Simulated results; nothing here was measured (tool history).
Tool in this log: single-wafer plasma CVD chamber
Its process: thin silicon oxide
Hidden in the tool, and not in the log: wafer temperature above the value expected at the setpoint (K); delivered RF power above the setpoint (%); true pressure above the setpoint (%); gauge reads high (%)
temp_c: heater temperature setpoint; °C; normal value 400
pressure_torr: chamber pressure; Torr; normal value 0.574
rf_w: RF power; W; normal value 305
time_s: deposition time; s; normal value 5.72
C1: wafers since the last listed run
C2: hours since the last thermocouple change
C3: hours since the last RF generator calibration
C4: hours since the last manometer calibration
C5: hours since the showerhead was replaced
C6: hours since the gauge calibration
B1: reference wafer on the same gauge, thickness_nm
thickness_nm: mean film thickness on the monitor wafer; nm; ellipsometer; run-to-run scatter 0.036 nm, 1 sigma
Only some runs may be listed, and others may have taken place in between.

Run 1, hour 0.0: usual settings; C1 0; C2 433.3; C3 774.9; C4 1693.2; C5 3979.2; C6 440.8; B1 10.090. Result: thickness_nm 8.248 nm.
Run 2, hour 42.3: usual settings; C1 1334; C2 475.6; C3 817.2; C4 1735.5; C5 4021.5; C6 483.1; B1 10.097. Result: thickness_nm 8.254 nm.
Run 3, hour 85.5: usual settings; C1 1362; C2 518.8; C3 860.4; C4 1778.7; C5 4064.7; C6 526.3; B1 10.094. Result: thickness_nm 8.190 nm.
Run 4, hour 132.0: usual settings; C1 1466; C2 565.3; C3 906.9; C4 1825.2; C5 4111.2; C6 572.8; B1 10.077. Result: thickness_nm 8.149 nm.
Run 5, hour 177.2: usual settings; C1 1425; C2 610.5; C3 952.1; C4 1870.4; C5 4156.4; C6 618.0; B1 10.095. Result: thickness_nm 8.230 nm.
Run 6, hour 202.4: usual settings; C1 794; C2 635.7; C3 977.3; C4 1895.6; C5 4181.6; C6 643.2; B1 10.086. Result: thickness_nm 8.066 nm.
Run 7, hour 235.6: usual settings; C1 1047; C2 668.9; C3 1010.5; C4 1928.8; C5 4214.8; C6 676.4; B1 10.090. Result: thickness_nm 8.118 nm.
Run 8, hour 266.9: usual settings; C1 987; C2 700.2; C3 1041.8; C4 1960.1; C5 4246.1; C6 707.7; B1 10.092. Result: thickness_nm 8.099 nm.
At hour 275.4: gauge calibrated.
Run 9, hour 293.7: usual settings but temp_c 411 °C, time_s 5.06 s; C1 845; C2 727.0; C3 1068.6; C4 1986.9; C5 4272.9; C6 18.3; B1 10.105. Result: thickness_nm 7.047 nm.
Run 10, hour 341.6: usual settings but temp_c 411 °C, time_s 5.06 s; C1 1510; C2 774.9; C3 1116.5; C4 2034.8; C5 4320.8; C6 66.2; B1 10.091. Result: thickness_nm 7.063 nm.
Run 11, hour 398.2: usual settings but time_s 6.25 s; C1 1785; C2 831.5; C3 1173.1; C4 2091.4; C5 4377.4; C6 122.8; B1 10.078. Result: thickness_nm 8.808 nm.
Run 12, hour 448.3: usual settings but time_s 5.99 s; C1 1580; C2 881.6; C3 1223.2; C4 2141.5; C5 4427.5; C6 172.9; B1 10.095. Result: thickness_nm 8.419 nm.
Run 13, hour 486.8: usual settings but time_s 5.99 s; C1 1214; C2 920.1; C3 1261.7; C4 2180.0; C5 4466.0; C6 211.4; B1 10.089. Result: thickness_nm 8.435 nm.
Run 14, hour 544.4: usual settings but time_s 5.99 s; C1 1816; C2 977.7; C3 1319.3; C4 2237.6; C5 4523.6; C6 269.0; B1 10.087. Result: thickness_nm 8.364 nm.
Run 15, hour 582.5: usual settings but temp_c 404 °C, pressure_torr 0.712 Torr, time_s 6.36 s; C1 1201; C2 1015.8; C3 1357.4; C4 2275.7; C5 4561.7; C6 307.1; B1 10.086. Result: thickness_nm 10.715 nm.
At hour 621.4: RF generator calibrated.
Run 16, hour 621.9: usual settings but pressure_torr 0.496 Torr, time_s 4.64 s; C1 990; C2 1055.2; C3 0.5; C4 2315.1; C5 4601.1; C6 346.5; B1 10.086. Result: thickness_nm 5.949 nm.
At hour 637.2: thermocouple changed; heater temperature recalibrated.
Run 17, hour 689.5: usual settings but time_s 5.06 s; C1 1879; C2 52.3; C3 68.1; C4 2382.7; C5 4668.7; C6 414.1; B1 10.084. Result: thickness_nm 7.314 nm.
Run 18, hour 745.2: usual settings but pressure_torr 0.486 Torr, rf_w 345 W, time_s 6.61 s; C1 1756; C2 108.0; C3 123.8; C4 2438.4; C5 4724.4; C6 469.8; B1 10.088. Result: thickness_nm 8.801 nm.
At hour 781.5: showerhead replaced.
Run 19, hour 805.1: usual settings; C1 1637; C2 167.9; C3 183.7; C4 2498.3; C5 23.6; C6 529.7; B1 10.075. Result: thickness_nm 8.265 nm.
At hour 845.1: gauge calibrated.
Run 20, hour 876.0: usual settings; C1 2236; C2 238.8; C3 254.6; C4 2569.2; C5 94.5; C6 30.9; B1 10.089. Result: thickness_nm 8.204 nm.
Run 21, hour 901.3: usual settings but temp_c 392 °C, pressure_torr 0.445 Torr; C1 798; C2 264.1; C3 279.9; C4 2594.5; C5 119.8; C6 56.2; B1 10.088. Result: thickness_nm 6.527 nm.
At hour 913.6: capacitance manometer re-zeroed and calibrated.
Run 22, hour 935.4: usual settings but pressure_torr 0.501 Torr, time_s 6.33 s; C1 823; C2 298.2; C3 314.0; C4 21.8; C5 153.9; C6 90.3; B1 10.091. Result: thickness_nm 8.360 nm.
Run 23, hour 964.4: usual settings but rf_w 265 W; C1 914; C2 327.2; C3 343.0; C4 50.8; C5 182.9; C6 119.3; B1 10.099. Result: thickness_nm 7.748 nm.
Run 24, hour 1002.7: usual settings; C1 1208; C2 365.5; C3 381.3; C4 89.1; C5 221.2; C6 157.6; B1 10.085. Result: thickness_nm 8.523 nm.
Run 25, hour 1179.3: usual settings but temp_c 411 °C, pressure_torr 0.619 Torr; C1 5570; C2 542.1; C3 557.9; C4 265.7; C5 397.8; C6 334.2; B1 10.078. Result: thickness_nm 9.034 nm.
Run 26, hour 1212.9: usual settings but temp_c 413 °C, pressure_torr 0.710 Torr, rf_w 335 W, time_s 6.06 s; C1 1059; C2 575.7; C3 591.5; C4 299.3; C5 431.4; C6 367.8; B1 10.091. Result: thickness_nm 11.368 nm.
Run 27, hour 1253.3: usual settings but temp_c 405 °C, pressure_torr 0.659 Torr; C1 1274; C2 616.1; C3 631.9; C4 339.7; C5 471.8; C6 408.2; B1 10.098. Result: thickness_nm 9.566 nm.
Run 28, hour 1279.5: usual settings but pressure_torr 0.708 Torr; C1 826; C2 642.3; C3 658.1; C4 365.9; C5 498.0; C6 434.4; B1 10.089. Result: thickness_nm 10.208 nm.

Branching from run 28: 4 alternative next runs. What would each branch give?
Run A, hour 1279.9: usual settings; C1 12; C2 642.7; C3 658.5; C4 366.3; C5 498.4; C6 434.8; B1 ?. Result: thickness_nm ?.
Run B, hour 1279.9: usual settings but temp_c 412 °C, time_s 6.68 s; C1 12; C2 642.7; C3 658.5; C4 366.3; C5 498.4; C6 434.8; B1 ?. Result: thickness_nm ?.
Run C, hour 1279.9: usual settings but temp_c 408 °C, pressure_torr 0.660 Torr, time_s 6.16 s; C1 12; C2 642.7; C3 658.5; C4 366.3; C5 498.4; C6 434.8; B1 ?. Result: thickness_nm ?.
Run D, hour 1279.9: usual settings but temp_c 410 °C, pressure_torr 0.645 Torr, rf_w 335 W, time_s 5.11 s; C1 12; C2 642.7; C3 658.5; C4 366.3; C5 498.4; C6 434.8; B1 ?. Result: thickness_nm ?.

run      B1  thickness_nm
  A  10.086         8.402
  B  10.086         9.742
  C  10.086        10.219
  D  10.086         8.767
Without the tool's hidden state the same runs would have given:
run  thickness_nm
  A         8.586
  B         9.955
  C        10.443
  D         8.948
